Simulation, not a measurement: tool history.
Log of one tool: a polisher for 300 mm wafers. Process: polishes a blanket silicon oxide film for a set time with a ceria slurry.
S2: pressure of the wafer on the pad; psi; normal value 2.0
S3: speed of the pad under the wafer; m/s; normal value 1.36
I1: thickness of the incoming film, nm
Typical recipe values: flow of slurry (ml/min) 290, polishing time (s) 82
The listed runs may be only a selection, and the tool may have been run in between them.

{"run": 1, "hour": 0.0, "flow of slurry (ml/min)": 290, "S2": 2.0, "S3": 1.36, "polishing time (s)": 82, "I1": 1599.7, "film removed (Å)": 3268}
{"run": 2, "hour": 55.0, "flow of slurry (ml/min)": 290, "S2": 2.0, "S3": 1.36, "polishing time (s)": 82, "I1": 1634.2, "film removed (Å)": 3205}
{"run": 3, "hour": 181.9, "flow of slurry (ml/min)": 290, "S2": 2.0, "S3": 1.36, "polishing time (s)": 82, "I1": 1638.7, "film removed (Å)": 3070}
{"hour": 224.5, "done": "worn pad replaced by a new one"}
{"run": 4, "hour": 328.3, "flow of slurry (ml/min)": 290, "S2": 2.0, "S3": 1.36, "polishing time (s)": 82, "I1": 1639.4, "film removed (Å)": 3107}
{"run": 5, "hour": 379.7, "flow of slurry (ml/min)": 290, "S2": 2.0, "S3": 1.36, "polishing time (s)": 82, "I1": 1612.6, "film removed (Å)": 3064}
{"hour": 382.1, "done": "slurry nozzle cleaned"}
{"run": 6, "hour": 443.4, "flow of slurry (ml/min)": 290, "S2": 2.0, "S3": 1.36, "polishing time (s)": 82, "I1": 1626.7, "film removed (Å)": 3051}
{"run": 7, "hour": 500.3, "flow of slurry (ml/min)": 290, "S2": 2.0, "S3": 1.36, "polishing time (s)": 82, "I1": 1613.7, "film removed (Å)": 2995}
{"hour": 516.3, "done": "worn pad replaced by a new one"}
{"run": 8, "hour": 562.0, "flow of slurry (ml/min)": 290, "S2": 2.0, "S3": 1.36, "polishing time (s)": 82, "I1": 1592.8, "film removed (Å)": 3147}
{"run": 9, "hour": 599.3, "flow of slurry (ml/min)": 290, "S2": 2.3, "S3": 1.36, "polishing time (s)": 82, "I1": 1622.0, "film removed (Å)": 3539}
{"run": 10, "hour": 653.6, "flow of slurry (ml/min)": 290, "S2": 2.0, "S3": 1.36, "polishing time (s)": 82, "I1": 1616.9, "film removed (Å)": 3051}
{"run": 11, "hour": 677.7, "flow of slurry (ml/min)": 290, "S2": 2.0, "S3": 1.36, "polishing time (s)": 82, "I1": 1638.8, "film removed (Å)": 3035}
{"hour": 689.7, "done": "head pressure recalibrated"}
{"run": 12, "hour": 706.0, "flow of slurry (ml/min)": 290, "S2": 2.0, "S3": 1.36, "polishing time (s)": 82, "I1": 1647.5, "film removed (Å)": 3389}
{"run": 13, "hour": 741.7, "flow of slurry (ml/min)": 335, "S2": 2.0, "S3": 1.36, "polishing time (s)": 82, "I1": 1645.6, "film removed (Å)": 3388}
{"hour": 863.5, "done": "slurry nozzle cleaned"}
{"hour": 868.1, "done": "worn pad replaced by a new one"}
{"run": 14, "hour": 879.3, "flow of slurry (ml/min)": 290, "S2": 2.0, "S3": 1.36, "polishing time (s)": 82, "I1": 1624.3, "film removed (Å)": 3494}
{"run": 15, "hour": 923.1, "flow of slurry (ml/min)": 290, "S2": 2.0, "S3": 1.36, "polishing time (s)": 103, "I1": 1627.2, "film removed (Å)": 4239}
{"run": 16, "hour": 965.6, "flow of slurry (ml/min)": 290, "S2": 2.0, "S3": 1.5, "polishing time (s)": 56, "I1": 1593.5, "film removed (Å)": 2502}
{"run": 17, "hour": 1029.3, "flow of slurry (ml/min)": 225, "S2": 2.0, "S3": 1.8, "polishing time (s)": 74, "I1": 1633.2, "film removed (Å)": 3744}
{"run": 18, "hour": 1092.5, "flow of slurry (ml/min)": 290, "S2": 2.6, "S3": 1.84, "polishing time (s)": 82, "I1": 1603.5, "film removed (Å)": 5523}
{"run": 19, "hour": 1119.7, "flow of slurry (ml/min)": 290, "S2": 2.6, "S3": 1.36, "polishing time (s)": 98, "I1": 1621.6, "film removed (Å)": 4946}
{"hour": 1152.0, "done": "worn pad replaced by a new one"}
{"run": 20, "hour": 1169.2, "flow of slurry (ml/min)": 290, "S2": 2.2, "S3": 1.6, "polishing time (s)": 82, "I1": 1600.9, "film removed (Å)": 4294}
{"run": 21, "hour": 1219.8, "flow of slurry (ml/min)": 290, "S2": 2.0, "S3": 1.36, "polishing time (s)": 82, "I1": 1637.4, "film removed (Å)": 3207}
{"run": 22, "hour": 1261.1, "flow of slurry (ml/min)": 290, "S2": 2.0, "S3": 1.36, "polishing time (s)": 82, "I1": 1617.0, "film removed (Å)": 3227}
{"hour": 1332.1, "done": "slurry nozzle cleaned"}
{"run": 23, "hour": 1332.6, "flow of slurry (ml/min)": 290, "S2": 2.0, "S3": 1.36, "polishing time (s)": 82, "I1": 1622.2, "film removed (Å)": 3164}
{"run": 24, "hour": 1401.9, "flow of slurry (ml/min)": 265, "S2": 2.0, "S3": 1.36, "polishing time (s)": 90, "I1": 1609.4, "film removed (Å)": 3399}
{"run": 25, "hour": 1460.8, "flow of slurry (ml/min)": 340, "S2": 2.5, "S3": 1.36, "polishing time (s)": 82, "I1": 1614.4, "film removed (Å)": 3901}
{"hour": 1500.9, "done": "worn pad replaced by a new one"}
{"run": 26, "hour": 1516.0, "flow of slurry (ml/min)": 290, "S2": 1.6, "S3": 1.36, "polishing time (s)": 82, "I1": 1638.9, "film removed (Å)": 2704}
{"run": 27, "hour": 1544.9, "flow of slurry (ml/min)": 330, "S2": 1.8, "S3": 1.14, "polishing time (s)": 74, "I1": 1603.1, "film removed (Å)": 2272}

Predict each of these 3 candidate next runs independently; none follows another, all start after run 27:
{"run": "A", "hour": 1545.3, "flow of slurry (ml/min)": 350, "S2": 2.0, "S3": 1.36, "polishing time (s)": 82, "I1": 1641.5, "film removed (Å)": "?"}
{"run": "B", "hour": 1545.3, "flow of slurry (ml/min)": 375, "S2": 2.0, "S3": 1.36, "polishing time (s)": 82, "I1": 1641.5, "film removed (Å)": "?"}
{"run": "C", "hour": 1545.3, "flow of slurry (ml/min)": 290, "S2": 1.4, "S3": 0.98, "polishing time (s)": 97, "I1": 1641.5, "film removed (Å)": "?"}

run=A film_removed_(Å)=3363
run=B film_removed_(Å)=3381
run=C film_removed_(Å)=1991
Had the tool no hidden state, the same runs would have come out as:
run=A film_removed_(Å)=3688
run=B film_removed_(Å)=3709
run=C film_removed_(Å)=2183
